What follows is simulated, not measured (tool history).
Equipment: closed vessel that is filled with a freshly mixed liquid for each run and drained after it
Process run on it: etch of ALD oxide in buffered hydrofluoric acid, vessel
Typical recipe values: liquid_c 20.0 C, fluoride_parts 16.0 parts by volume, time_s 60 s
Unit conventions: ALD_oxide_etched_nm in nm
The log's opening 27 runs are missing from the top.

| run | hour | liquid_c | fluoride_parts | time_s | read-back film thickness of the ALD oxide reference wafer, read on the same gauge (nm) | ALD_oxide_etched_nm |
|---|---|---|---|---|---|---|
|  | 1256.7 | hydrofluoric acid flow meter replaced |
| 28 | 1314.3 | 24.0 | 16.0 | 80 | 50.01 | 222.94 |
| 29 | 1372.1 | 20.0 | 13.0 | 60 | 50.01 | 163.06 |
| 30 | 1413.2 | 20.0 | 16.0 | 60 | 50.01 | 133.16 |
| 31 | 1470.0 | 20.0 | 16.0 | 60 | 50.02 | 132.49 |
| 32 | 1536.0 | 20.0 | 16.0 | 40 | 50.00 | 88.28 |
| 33 | 1587.6 | 23.0 | 16.0 | 30 | 49.99 | 77.99 |
| 34 | 1638.1 | 18.5 | 19.0 | 60 | 50.00 | 101.89 |
| 35 | 1662.2 | 17.0 | 16.0 | 90 | 50.00 | 169.24 |

Consider 3 possible next runs. They are alternatives, not a sequence: every one starts from the tool as it was left by run 35. What does each give?
| A | 1662.9 | 20.0 | 16.0 | 60 | ? | ? |
| B | 1662.9 | 18.5 | 16.0 | 95 | ? | ? |
| C | 1662.9 | 24.5 | 20.5 | 30 | ? | ? |

| run | read-back film thickness of the ALD oxide reference wafer, read on the same gauge (nm) | ALD_oxide_etched_nm |
|---|---|---|
| A | 50.00 | 132.96 |
| B | 50.00 | 193.39 |
| C | 50.00 | 67.33 |
Take away the tool's hidden state, keep each run's random variation, and the runs would have read:
| run | ALD_oxide_etched_nm |
|---|---|
| A | 136.98 |
| B | 199.30 |
| C | 69.31 |
